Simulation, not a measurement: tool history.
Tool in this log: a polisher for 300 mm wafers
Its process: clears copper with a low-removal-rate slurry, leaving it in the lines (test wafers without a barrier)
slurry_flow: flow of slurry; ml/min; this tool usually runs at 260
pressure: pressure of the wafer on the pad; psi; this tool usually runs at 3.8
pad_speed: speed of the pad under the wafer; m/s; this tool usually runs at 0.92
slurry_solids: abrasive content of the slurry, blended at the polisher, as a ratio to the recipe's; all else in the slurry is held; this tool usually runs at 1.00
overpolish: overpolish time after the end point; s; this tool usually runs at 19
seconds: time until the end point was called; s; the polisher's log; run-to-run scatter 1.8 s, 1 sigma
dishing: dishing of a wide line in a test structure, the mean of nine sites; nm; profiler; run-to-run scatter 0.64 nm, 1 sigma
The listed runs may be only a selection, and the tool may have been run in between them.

| run | hour | slurry_flow | pressure | pad_speed | slurry_solids | overpolish | incoming thickness of the incoming film, nm | seconds | dishing |
|---|---|---|---|---|---|---|---|---|---|
| 1 | 0.0 | 225 | 3.8 | 0.92 | 1.00 | 19 | 468.2 | 133.5 | 36.4 |
| 2 | 240.6 | 260 | 3.8 | 0.92 | 1.00 | 19 | 456.9 | 129.1 | 37.7 |
|  | 275.8 | slurry nozzle cleaned |
| 3 | 300.6 | 260 | 3.8 | 0.92 | 1.00 | 19 | 469.0 | 133.2 | 36.4 |
| 4 | 356.5 | 260 | 3.8 | 0.82 | 1.00 | 19 | 462.8 | 146.4 | 33.9 |
|  | 388.2 | worn pad replaced by a new one |
|  | 392.9 | slurry blender recalibrated |
| 5 | 411.3 | 205 | 3.8 | 0.92 | 1.00 | 19 | 457.6 | 132.5 | 35.1 |
|  | 495.5 | head pressure recalibrated |
| 6 | 668.0 | 260 | 3.8 | 0.92 | 1.10 | 19 | 459.6 | 126.4 | 37.0 |
| 7 | 752.9 | 260 | 3.8 | 0.92 | 1.00 | 19 | 450.3 | 127.5 | 36.6 |
| 8 | 847.4 | 260 | 3.8 | 0.92 | 1.00 | 19 | 465.5 | 132.7 | 36.2 |
|  | 858.4 | slurry nozzle cleaned |
| 9 | 916.3 | 230 | 3.2 | 0.92 | 1.00 | 19 | 453.0 | 150.7 | 32.5 |
|  | 943.4 | worn pad replaced by a new one |
| 10 | 1014.2 | 260 | 3.8 | 0.92 | 1.00 | 19 | 462.3 | 127.8 | 35.2 |
|  | 1051.9 | slurry blender recalibrated |
|  | 1062.6 | head pressure recalibrated |
| 11 | 1100.4 | 260 | 3.8 | 0.92 | 1.00 | 19 | 458.7 | 131.4 | 36.4 |
| 12 | 1189.7 | 260 | 3.8 | 0.92 | 1.00 | 19 | 463.3 | 130.8 | 35.7 |
| 13 | 1262.1 | 215 | 3.8 | 0.92 | 0.90 | 19 | 455.0 | 135.4 | 36.8 |
| 14 | 1355.2 | 325 | 3.2 | 0.92 | 0.75 | 19 | 461.8 | 159.1 | 31.9 |
| 15 | 1440.3 | 260 | 4.8 | 0.92 | 1.00 | 19 | 465.7 | 106.4 | 41.4 |
|  | 1449.2 | slurry nozzle cleaned |
| 16 | 1479.7 | 260 | 3.8 | 0.64 | 1.00 | 19 | 455.3 | 181.8 | 27.9 |
|  | 1498.0 | worn pad replaced by a new one |
| 17 | 1564.6 | 210 | 3.8 | 0.92 | 0.80 | 19 | 454.1 | 133.5 | 34.8 |
|  | 1643.3 | head pressure recalibrated |
| 18 | 1649.4 | 260 | 3.8 | 1.06 | 1.20 | 19 | 463.8 | 111.3 | 41.4 |
|  | 1740.8 | slurry blender recalibrated |
| 19 | 1749.3 | 260 | 3.8 | 0.92 | 0.70 | 23 | 462.9 | 141.7 | 39.0 |
| 20 | 1787.4 | 260 | 3.0 | 0.92 | 0.90 | 19 | 465.6 | 163.8 | 30.8 |
| 21 | 1885.8 | 260 | 4.6 | 0.92 | 1.00 | 19 | 459.3 | 110.8 | 41.8 |
|  | 2104.3 | worn pad replaced by a new one |
|  | 2107.6 | slurry nozzle cleaned |
| 22 | 2179.5 | 260 | 2.8 | 0.74 | 0.80 | 23 | 462.1 | 219.0 | 28.0 |
|  | 2239.3 | head pressure recalibrated |
| 23 | 2250.2 | 220 | 3.3 | 0.84 | 1.20 | 19 | 465.6 | 158.4 | 32.2 |
|  | 2330.9 | slurry blender recalibrated |
| 24 | 2343.1 | 220 | 3.4 | 0.92 | 0.80 | 8 | 458.9 | 154.1 | 15.4 |
| 25 | 2526.1 | 215 | 3.8 | 0.92 | 0.90 | 19 | 462.1 | 138.9 | 36.3 |
| 26 | 2565.7 | 260 | 5.1 | 1.10 | 1.00 | 29 | 452.2 | 81.6 | 63.4 |
| 27 | 2665.6 | 260 | 3.8 | 0.92 | 1.00 | 19 | 461.8 | 132.4 | 36.0 |
|  | 2716.6 | worn pad replaced by a new one |
|  | 2763.3 | slurry nozzle cleaned |
| 28 | 2769.9 | 260 | 3.8 | 1.06 | 1.20 | 19 | 459.1 | 105.6 | 41.9 |

Forecast each of these 4 alternatives for the next run:
| A | 2770.4 | 260 | 3.8 | 0.92 | 1.00 | 19 | 465.3 | ? | ? |
| B | 2770.4 | 260 | 2.9 | 1.08 | 1.15 | 19 | 465.3 | ? | ? |
| C | 2770.4 | 175 | 3.8 | 1.00 | 1.00 | 19 | 465.3 | ? | ? |
| D | 2770.4 | 170 | 3.8 | 1.10 | 0.80 | 26 | 465.3 | ? | ? |

| run | seconds | dishing |
|---|---|---|
| A | 132.9 | 36.5 |
| B | 137.5 | 35.0 |
| C | 129.5 | 37.2 |
| D | 124.2 | 47.4 |
The same runs, with their run-to-run variation unchanged, on a tool lacking any hidden condition would have given:
| run | seconds | dishing |
|---|---|---|
| A | 132.9 | 36.5 |
| B | 137.5 | 35.0 |
| C | 129.5 | 37.2 |
| D | 124.2 | 47.4 |
